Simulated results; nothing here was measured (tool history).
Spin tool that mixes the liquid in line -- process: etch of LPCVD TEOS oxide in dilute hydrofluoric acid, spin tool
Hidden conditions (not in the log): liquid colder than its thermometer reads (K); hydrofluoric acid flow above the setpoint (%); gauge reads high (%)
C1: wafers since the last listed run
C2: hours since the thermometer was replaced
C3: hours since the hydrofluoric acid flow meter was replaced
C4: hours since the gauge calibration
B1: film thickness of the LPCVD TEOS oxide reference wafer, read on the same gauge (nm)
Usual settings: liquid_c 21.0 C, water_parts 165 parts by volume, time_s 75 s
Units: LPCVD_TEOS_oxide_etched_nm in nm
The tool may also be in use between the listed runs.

Run 1, day 0.000: usual settings; C1 0; C2 2852.0; C3 349.6; C4 303.7; B1 40.02. Result: LPCVD_TEOS_oxide_etched_nm 10.64 nm.
Run 2, day 2.925: usual settings; C1 828; C2 2922.2; C3 419.8; C4 373.9; B1 40.04. Result: LPCVD_TEOS_oxide_etched_nm 10.63 nm.
Run 3, day 4.100: usual settings; C1 332; C2 2950.4; C3 448.0; C4 402.1; B1 40.02. Result: LPCVD_TEOS_oxide_etched_nm 10.65 nm.
At day 5.104: gauge calibrated.
Run 4, day 6.817: usual settings; C1 769; C2 3015.6; C3 513.2; C4 41.1; B1 40.01. Result: LPCVD_TEOS_oxide_etched_nm 10.71 nm.
Run 5, day 7.971: usual settings; C1 326; C2 3043.3; C3 540.9; C4 68.8; B1 40.00. Result: LPCVD_TEOS_oxide_etched_nm 10.69 nm.
Run 6, day 10.746: usual settings; C1 785; C2 3109.9; C3 607.5; C4 135.4; B1 40.04. Result: LPCVD_TEOS_oxide_etched_nm 10.83 nm.
Run 7, day 12.183: usual settings; C1 406; C2 3144.4; C3 642.0; C4 169.9; B1 40.01. Result: LPCVD_TEOS_oxide_etched_nm 10.77 nm.
At day 13.329: hydrofluoric acid flow meter replaced.
Run 8, day 14.738: usual settings; C1 711; C2 3205.7; C3 33.8; C4 231.2; B1 40.00. Result: LPCVD_TEOS_oxide_etched_nm 10.18 nm.
At day 17.592: thermometer replaced.
Run 9, day 17.638: usual settings but liquid_c 24.5 C, water_parts 190 parts by volume; C1 809; C2 1.1; C3 103.4; C4 300.8; B1 40.00. Result: LPCVD_TEOS_oxide_etched_nm 10.97 nm.
Run 10, day 18.908: usual settings; C1 359; C2 31.6; C3 133.9; C4 331.3; B1 39.96. Result: LPCVD_TEOS_oxide_etched_nm 11.51 nm.
Run 11, day 21.058: usual settings but water_parts 105 parts by volume, time_s 115 s; C1 608; C2 83.2; C3 185.5; C4 382.9; B1 40.00. Result: LPCVD_TEOS_oxide_etched_nm 29.85 nm.
Run 12, day 22.692: usual settings but liquid_c 17.0 C; C1 462; C2 122.4; C3 224.7; C4 422.1; B1 40.03. Result: LPCVD_TEOS_oxide_etched_nm 9.91 nm.
At day 22.762: gauge calibrated.
Run 13, day 25.379: usual settings but liquid_c 17.0 C, water_parts 225 parts by volume; C1 760; C2 186.9; C3 289.2; C4 62.8; B1 39.99. Result: LPCVD_TEOS_oxide_etched_nm 6.87 nm.
Run 14, day 26.425: usual settings but liquid_c 18.5 C, water_parts 135 parts by volume; C1 296; C2 212.0; C3 314.3; C4 87.9; B1 39.99. Result: LPCVD_TEOS_oxide_etched_nm 13.17 nm.
Run 15, day 28.362: usual settings but liquid_c 18.5 C, water_parts 225 parts by volume, time_s 110 s; C1 548; C2 258.5; C3 360.8; C4 134.4; B1 40.03. Result: LPCVD_TEOS_oxide_etched_nm 10.80 nm.
Run 16, day 29.671: usual settings but liquid_c 18.5 C; C1 370; C2 289.9; C3 392.2; C4 165.8; B1 40.01. Result: LPCVD_TEOS_oxide_etched_nm 10.58 nm.

For each run, what was the tool's unlogged condition?
gauge reads high (%): 0 on each run
H1: liquid colder than its thermometer reads (K)
H2: hydrofluoric acid flow above the setpoint (%)
run     H1     H2
  1   2.53    2.8
  2   2.59   3.34
  3   2.62   3.56
  4   2.68   4.06
  5    2.7   4.27
  6   2.76   4.78
  7   2.79   5.05
  8   2.84  0.797
  9  0.173   1.33
 10  0.199   1.57
 11  0.244   1.96
 12  0.278   2.26
 13  0.334   2.76
 14  0.356   2.95
 15  0.396   3.31
 16  0.423   3.55

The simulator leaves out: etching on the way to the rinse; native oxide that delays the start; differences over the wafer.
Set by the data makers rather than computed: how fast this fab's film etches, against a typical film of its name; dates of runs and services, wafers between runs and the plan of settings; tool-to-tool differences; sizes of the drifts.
